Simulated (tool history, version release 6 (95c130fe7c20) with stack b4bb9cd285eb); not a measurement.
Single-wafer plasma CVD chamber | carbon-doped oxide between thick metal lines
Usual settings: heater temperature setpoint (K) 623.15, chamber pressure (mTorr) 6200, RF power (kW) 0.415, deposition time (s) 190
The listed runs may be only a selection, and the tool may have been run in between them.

run	day	heater temperature setpoint (K)	chamber pressure (mTorr)	RF power (kW)	deposition time (s)	wafers since the last listed run	hours since the last thermocouple change	hours since the last RF generator calibration	hours since the last manometer calibration	hours since the showerhead was replaced	hours since the gauge calibration	read-back reference wafer on the same gauge, thickness_nm	mean film thickness on the monitor wafer (Å)
1	0.000	623.15	6200	0.415	198	0	2149.0	560.5	778.9	3455.8	127.0	952.811	8381.47
2	0.746	623.15	6200	0.415	190	169	2166.9	578.4	796.8	3473.7	144.9	952.686	7981.88
3	1.300	623.15	5250	0.415	190	125	2180.2	591.7	810.1	3487.0	158.2	955.042	7769.49
4	1.642	623.15	5250	0.415	190	77	2188.4	599.9	818.3	3495.2	166.4	953.033	7845.32
5	1.975	623.15	7280	0.415	190	75	2196.4	607.9	826.3	3503.2	174.4	951.332	7993.84
6	2.471	623.15	6200	0.415	190	112	2208.3	619.8	838.2	3515.1	186.3	953.644	7932.84
7	2.979	623.15	6200	0.415	190	115	2220.5	632.0	850.4	3527.3	198.5	951.187	7913.85
8	3.254	623.15	6200	0.415	190	62	2227.1	638.6	857.0	3533.9	205.1	951.834	7849.49
9	3.588	623.15	6200	0.415	173	75	2235.1	646.6	865.0	3541.9	213.1	952.989	7244.09
# day 4.175: capacitance manometer re-zeroed and calibrated
10	4.196	623.15	6200	0.415	190	62	2249.7	661.2	0.5	3556.5	227.7	954.322	7933.31
11	4.667	623.15	6200	0.415	214	107	2261.0	672.5	11.8	3567.8	239.0	953.587	8913.43
12	4.962	623.15	6200	0.415	220	67	2268.1	679.6	18.9	3574.9	246.1	953.394	9128.32
13	5.704	609.15	6200	0.415	225	168	2285.9	697.4	36.7	3592.7	263.9	954.200	9746.03
14	6.412	623.15	6200	0.415	220	161	2302.9	714.4	53.7	3609.7	280.9	953.957	9056.63
15	6.767	623.15	6200	0.415	190	80	2311.4	722.9	62.2	3618.2	289.4	953.531	7810.10
16	7.129	623.15	6200	0.415	218	82	2320.1	731.6	70.9	3626.9	298.1	953.547	8959.60
# day 7.808: gauge calibrated
# day 7.975: thermocouple changed; heater temperature recalibrated
# day 8.129: showerhead replaced, of another model than before
# day 8.342: RF generator calibrated
17	8.362	614.15	5650	0.415	160	121	9.3	0.5	100.5	5.6	13.3	951.700	7071.80
18	9.942	623.15	6200	0.415	190	358	47.2	38.4	138.4	43.5	51.2	952.988	8256.61
19	10.454	630.15	6200	0.350	190	116	59.5	50.7	150.7	55.8	63.5	953.429	7564.87
20	11.092	618.15	6200	0.415	190	144	74.8	66.0	166.0	71.1	78.8	953.432	8347.90

5 options for the next run, each taken on its own from the tool as it stands now. Forecast them:
A	11.112	623.15	6200	0.415	226	4	75.3	66.5	166.5	71.6	79.3	?	?
B	11.112	623.15	5510	0.415	190	4	75.3	66.5	166.5	71.6	79.3	?	?
C	11.112	617.15	5640	0.445	190	4	75.3	66.5	166.5	71.6	79.3	?	?
D	11.112	618.15	6630	0.415	190	4	75.3	66.5	166.5	71.6	79.3	?	?
E	11.112	634.15	5760	0.385	210	4	75.3	66.5	166.5	71.6	79.3	?	?

run	read-back reference wafer on the same gauge, thickness_nm	mean film thickness on the monitor wafer (Å)
A	954.146	9781.91
B	954.146	8178.59
C	954.146	8575.77
D	954.146	8383.87
E	954.146	8537.78
With no hidden state in the tool, these same runs would have given:
run	mean film thickness on the monitor wafer (Å)
A	9797.20
B	8191.37
C	8589.18
D	8396.97
E	8551.12
